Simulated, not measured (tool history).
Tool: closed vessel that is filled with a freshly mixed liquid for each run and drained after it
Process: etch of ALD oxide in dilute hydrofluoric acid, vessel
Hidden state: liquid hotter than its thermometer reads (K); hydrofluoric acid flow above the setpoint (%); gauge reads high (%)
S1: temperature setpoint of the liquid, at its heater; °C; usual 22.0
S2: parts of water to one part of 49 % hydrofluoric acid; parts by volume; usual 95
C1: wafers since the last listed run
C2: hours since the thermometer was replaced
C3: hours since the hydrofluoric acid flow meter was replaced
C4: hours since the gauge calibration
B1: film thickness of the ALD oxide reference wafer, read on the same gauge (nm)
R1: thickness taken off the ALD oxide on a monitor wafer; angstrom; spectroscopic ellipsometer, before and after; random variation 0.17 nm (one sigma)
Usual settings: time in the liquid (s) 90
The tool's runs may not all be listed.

Run 1, hour 0.0: usual settings but time in the liquid (s) 55; C1 0; C2 2466.6; C3 646.4; C4 166.1; B1 39.96. Result: R1 145.5 angstrom.
Run 2, hour 15.0: usual settings but time in the liquid (s) 55; C1 1405; C2 2481.6; C3 661.4; C4 181.1; B1 39.96. Result: R1 146.0 angstrom.
Run 3, hour 31.7: usual settings; C1 1564; C2 2498.3; C3 678.1; C4 197.8; B1 40.03. Result: R1 240.2 angstrom.
Run 4, hour 48.2: usual settings; C1 1546; C2 2514.8; C3 694.6; C4 214.3; B1 40.00. Result: R1 239.4 angstrom.
Run 5, hour 66.1: usual settings but S2 85 parts by volume; C1 1677; C2 2532.7; C3 712.5; C4 232.2; B1 39.96. Result: R1 275.1 angstrom.
Run 6, hour 72.6: usual settings but S2 85 parts by volume; C1 609; C2 2539.2; C3 719.0; C4 238.7; B1 39.98. Result: R1 272.5 angstrom.
Run 7, hour 80.5: usual settings but S2 85 parts by volume; C1 740; C2 2547.1; C3 726.9; C4 246.6; B1 39.95. Result: R1 273.7 angstrom.
Run 8, hour 96.4: usual settings but S1 23.5 °C; C1 1489; C2 2563.0; C3 742.8; C4 262.5; B1 40.02. Result: R1 254.4 angstrom.
Run 9, hour 112.2: usual settings but S1 23.5 °C; C1 1480; C2 2578.8; C3 758.6; C4 278.3; B1 40.01. Result: R1 257.8 angstrom.
At hour 115.0: gauge calibrated.
Run 10, hour 118.7: usual settings but S1 17.0 °C, S2 80 parts by volume, time in the liquid (s) 45; C1 609; C2 2585.3; C3 765.1; C4 3.7; B1 40.02. Result: R1 119.0 angstrom.
Run 11, hour 142.0: usual settings but S1 20.5 °C, S2 115 parts by volume; C1 2183; C2 2608.6; C3 788.4; C4 27.0; B1 40.04. Result: R1 187.2 angstrom.
Run 12, hour 158.7: usual settings; C1 1564; C2 2625.3; C3 805.1; C4 43.7; B1 39.97. Result: R1 243.8 angstrom.
Run 13, hour 171.6: usual settings but S1 20.5 °C, time in the liquid (s) 130; C1 1208; C2 2638.2; C3 818.0; C4 56.6; B1 40.00. Result: R1 330.5 angstrom.
Run 14, hour 178.5: usual settings but time in the liquid (s) 65; C1 646; C2 2645.1; C3 824.9; C4 63.5; B1 39.98. Result: R1 177.7 angstrom.
At hour 187.6: hydrofluoric acid flow meter replaced.
Run 15, hour 188.5: usual settings but S1 17.5 °C, S2 120 parts by volume, time in the liquid (s) 125; C1 843; C2 2655.1; C3 0.9; C4 73.5; B1 39.99. Result: R1 193.0 angstrom.
Run 16, hour 203.9: usual settings but S2 65 parts by volume, time in the liquid (s) 50; C1 1443; C2 2670.5; C3 16.3; C4 88.9; B1 40.00. Result: R1 182.8 angstrom.
At hour 211.9: thermometer replaced.
Run 17, hour 219.8: usual settings but S2 75 parts by volume; C1 1396; C2 7.9; C3 32.2; C4 104.8; B1 40.05. Result: R1 280.5 angstrom.
Run 18, hour 234.3: usual settings but S1 24.5 °C; C1 1358; C2 22.4; C3 46.7; C4 119.3; B1 40.02. Result: R1 241.0 angstrom.
Run 19, hour 284.8: usual settings; C1 4731; C2 72.9; C3 97.2; C4 169.8; B1 39.97. Result: R1 221.4 angstrom.

What the log doesn't show, run by run:
liquid hotter than its thermometer reads (K): 0 in every run
gauge reads high (%): 0 in every run
H1: hydrofluoric acid flow above the setpoint (%)
run    H1
  1  10.1
  2  10.3
  3  10.5
  4  10.7
  5    11
  6  11.1
  7  11.2
  8  11.4
  9  11.6
 10  11.7
 11  12.1
 12  12.3
 13  12.5
 14  12.6
 15  1.06
 16  1.27
 17  1.49
 18  1.69
 19   2.4

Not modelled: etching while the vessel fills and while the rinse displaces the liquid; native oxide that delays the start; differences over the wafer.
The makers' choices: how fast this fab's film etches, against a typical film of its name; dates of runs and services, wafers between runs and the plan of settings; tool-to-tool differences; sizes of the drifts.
